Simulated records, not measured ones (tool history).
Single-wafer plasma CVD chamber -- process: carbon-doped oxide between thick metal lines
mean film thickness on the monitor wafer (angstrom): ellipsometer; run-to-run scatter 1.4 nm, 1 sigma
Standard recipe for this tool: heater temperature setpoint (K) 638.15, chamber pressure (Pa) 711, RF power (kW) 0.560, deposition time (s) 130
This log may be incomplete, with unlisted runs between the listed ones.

run,hour,heater temperature setpoint (K),chamber pressure (Pa),RF power (kW),deposition time (s),wafers since the last listed run,hours since the last thermocouple change,hours since the last RF generator calibration,hours since the last manometer calibration,hours since the showerhead was replaced,hours since the gauge calibration,"read-back reference wafer on the same gauge, thickness_nm",mean film thickness on the monitor wafer (angstrom)
1,0.0,645.15,813,0.560,130,0,1706.6,184.4,1987.5,6158.8,1096.0,505.993,6374.75
2,56.5,645.15,813,0.560,130,569,1763.1,240.9,2044.0,6215.3,1152.5,506.213,6425.66
# hour 140.4: showerhead replaced
3,140.9,638.15,711,0.560,130,770,1847.5,325.3,2128.4,0.5,1236.9,505.945,6365.25
4,205.7,638.15,711,0.560,130,653,1912.3,390.1,2193.2,65.3,1301.7,506.036,6390.62
5,271.2,638.15,711,0.595,130,660,1977.8,455.6,2258.7,130.8,1367.2,505.996,6689.45
6,311.9,638.15,711,0.560,130,410,2018.5,496.3,2299.4,171.5,1407.9,505.953,6356.20
7,378.1,627.15,711,0.505,130,667,2084.7,562.5,2365.6,237.7,1474.1,506.030,6049.91
# hour 402.3: capacitance manometer re-zeroed and calibrated
# hour 411.0: thermocouple changed; heater temperature recalibrated
8,425.4,630.15,711,0.595,130,315,14.4,609.8,23.1,285.0,1521.4,505.937,6727.90
9,525.3,648.15,711,0.635,137,1006,114.3,709.7,123.0,384.9,1621.3,505.929,7133.23
10,615.3,628.15,553,0.605,130,907,204.3,799.7,213.0,474.9,1711.3,506.010,6564.62
11,689.3,638.15,711,0.560,130,745,278.3,873.7,287.0,548.9,1785.3,505.988,6355.79
12,771.9,638.15,711,0.560,139,832,360.9,956.3,369.6,631.5,1867.9,506.016,6756.28
13,815.4,645.15,813,0.560,130,438,404.4,999.8,413.1,675.0,1911.4,505.985,6388.33
14,910.3,626.15,843,0.460,138,956,499.3,1094.7,508.0,769.9,2006.3,506.040,6068.80
15,1034.8,638.15,609,0.560,112,1254,623.8,1219.2,632.5,894.4,2130.8,506.175,5321.76
16,1138.7,638.15,577,0.520,121,1047,727.7,1323.1,736.4,998.3,2234.7,506.150,5365.82
# hour 1210.9: gauge calibrated
17,1233.0,638.15,596,0.515,130,950,822.0,1417.4,830.7,1092.6,22.1,505.837,5786.30
# hour 1324.9: RF generator calibrated
18,1386.2,631.15,661,0.625,130,1463,975.2,61.3,983.9,1245.8,175.3,505.968,6955.52
19,1457.6,647.15,759,0.470,130,719,1046.6,132.7,1055.3,1317.2,246.7,506.078,5487.61
20,1541.0,638.15,711,0.560,130,840,1130.0,216.1,1138.7,1400.6,330.1,505.957,6398.76
21,1604.7,638.15,608,0.560,130,642,1193.7,279.8,1202.4,1464.3,393.8,506.020,6180.34
22,1646.3,645.15,813,0.560,130,419,1235.3,321.4,1244.0,1505.9,435.4,505.786,6399.98
23,1699.7,638.15,711,0.560,130,538,1288.7,374.8,1297.4,1559.3,488.8,505.890,6373.24
24,1798.5,638.15,648,0.560,130,995,1387.5,473.6,1396.2,1658.1,587.6,505.988,6276.34
25,1874.5,638.15,643,0.670,139,765,1463.5,549.6,1472.2,1734.1,663.6,505.971,7606.65
26,1980.6,638.15,711,0.590,130,1069,1569.6,655.7,1578.3,1840.2,769.7,505.848,6673.58
27,2075.8,638.15,711,0.560,130,959,1664.8,750.9,1673.5,1935.4,864.9,505.882,6369.04

What if the next run were any one of these 5? Each begins from the tool's condition after run 27:
A,2076.2,638.15,604,0.560,130,4,1665.2,751.3,1673.9,1935.8,865.3,?,?
B,2076.2,624.15,627,0.560,141,4,1665.2,751.3,1673.9,1935.8,865.3,?,?
C,2076.2,649.15,601,0.560,130,4,1665.2,751.3,1673.9,1935.8,865.3,?,?
D,2076.2,651.15,711,0.560,119,4,1665.2,751.3,1673.9,1935.8,865.3,?,?
E,2076.2,647.15,711,0.560,130,4,1665.2,751.3,1673.9,1935.8,865.3,?,?

run,"read-back reference wafer on the same gauge, thickness_nm",mean film thickness on the monitor wafer (angstrom)
A,506.276,6176.68
B,506.276,6992.72
C,506.276,6019.95
D,506.276,5668.86
E,506.276,6243.30
Without the tool's hidden state the same runs would have given:
run,mean film thickness on the monitor wafer (angstrom)
A,6096.23
B,6885.02
C,5950.08
D,5603.48
E,6168.91
